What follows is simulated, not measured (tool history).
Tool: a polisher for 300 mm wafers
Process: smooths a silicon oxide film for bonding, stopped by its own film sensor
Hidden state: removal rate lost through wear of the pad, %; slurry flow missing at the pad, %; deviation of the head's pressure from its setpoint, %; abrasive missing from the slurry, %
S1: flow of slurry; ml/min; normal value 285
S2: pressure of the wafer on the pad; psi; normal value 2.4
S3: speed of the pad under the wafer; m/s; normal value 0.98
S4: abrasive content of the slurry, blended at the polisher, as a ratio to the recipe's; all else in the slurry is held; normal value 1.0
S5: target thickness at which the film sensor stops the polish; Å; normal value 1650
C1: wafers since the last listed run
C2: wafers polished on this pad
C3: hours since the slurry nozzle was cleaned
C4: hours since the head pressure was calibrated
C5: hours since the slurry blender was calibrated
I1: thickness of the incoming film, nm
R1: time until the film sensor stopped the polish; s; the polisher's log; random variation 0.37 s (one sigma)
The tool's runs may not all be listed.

run 1 hour=0.0 | S1=285 S2=2.4 S3=1.24 S4=1.0 S5=1650 | C1=0 C2=1205 C3=364.4 C4=222.5 C5=35.4 | I1=192.6 | R1=23.5
run 2 hour=25.6 | S1=285 S2=2.4 S3=1.24 S4=1.0 S5=1650 | C1=434 C2=1640 C3=390.0 C4=248.1 C5=61.0 | I1=189.6 | R1=21.1
run 3 hour=76.0 | S1=285 S2=2.4 S3=1.24 S4=1.0 S5=1650 | C1=855 C2=2495 C3=440.4 C4=298.5 C5=111.4 | I1=191.9 | R1=24.5
-- hour=107.4 worn pad replaced by a new one
run 4 hour=118.7 | S1=285 S2=2.4 S3=0.98 S4=1.0 S5=1650 | C1=656 C2=191 C3=483.1 C4=341.2 C5=154.1 | I1=187.1 | R1=22.0
-- hour=139.2 slurry blender recalibrated
run 5 hour=170.0 | S1=285 S2=2.4 S3=0.98 S4=1.0 S5=1650 | C1=836 C2=1028 C3=534.4 C4=392.5 C5=30.8 | I1=193.2 | R1=29.0
run 6 hour=196.9 | S1=285 S2=2.4 S3=0.98 S4=1.0 S5=1650 | C1=456 C2=1484 C3=561.3 C4=419.4 C5=57.7 | I1=194.2 | R1=29.8
run 7 hour=251.4 | S1=285 S2=2.4 S3=0.98 S4=1.0 S5=1650 | C1=925 C2=2410 C3=615.8 C4=473.9 C5=112.2 | I1=186.8 | R1=23.6
-- hour=288.5 worn pad replaced by a new one
-- hour=301.4 slurry blender recalibrated
run 8 hour=319.3 | S1=285 S2=2.4 S3=0.98 S4=1.0 S5=1650 | C1=1050 C2=488 C3=683.7 C4=541.8 C5=17.9 | I1=188.6 | R1=24.1
-- hour=339.3 slurry nozzle cleaned
run 9 hour=348.5 | S1=285 S2=2.4 S3=0.98 S4=1.0 S5=1650 | C1=478 C2=967 C3=9.2 C4=571.0 C5=47.1 | I1=189.7 | R1=26.3
run 10 hour=413.3 | S1=315 S2=2.4 S3=0.74 S4=0.9 S5=1650 | C1=1100 C2=2067 C3=74.0 C4=635.8 C5=111.9 | I1=189.5 | R1=35.7
-- hour=463.4 head pressure recalibrated
run 11 hour=474.2 | S1=285 S2=2.4 S3=1.24 S4=1.0 S5=1650 | C1=999 C2=3067 C3=134.9 C4=10.8 C5=172.8 | I1=187.2 | R1=20.9
-- hour=483.3 worn pad replaced by a new one
-- hour=487.7 slurry blender recalibrated
run 12 hour=507.1 | S1=285 S2=2.4 S3=0.68 S4=1.0 S5=1590 | C1=456 C2=369 C3=167.8 C4=43.7 C5=19.4 | I1=188.8 | R1=39.3
-- hour=658.0 slurry blender recalibrated
-- hour=675.3 worn pad replaced by a new one
run 13 hour=684.2 | S1=285 S2=2.4 S3=0.98 S4=0.8 S5=1650 | C1=2904 C2=150 C3=344.9 C4=220.8 C5=26.2 | I1=191.1 | R1=30.2

Run 14 has not been measured yet. What should we expect?
run 14 hour=726.7 | S1=285 S2=2.4 S3=0.98 S4=1.0 S5=1650 | C1=721 C2=872 C3=387.4 C4=263.3 C5=68.7 | I1=185.9 | R1=?

Run 14 gave R1 21.4 s.
With the hidden condition absent and the run-to-run variation left alone, this run would have shown R1 20.2 s.
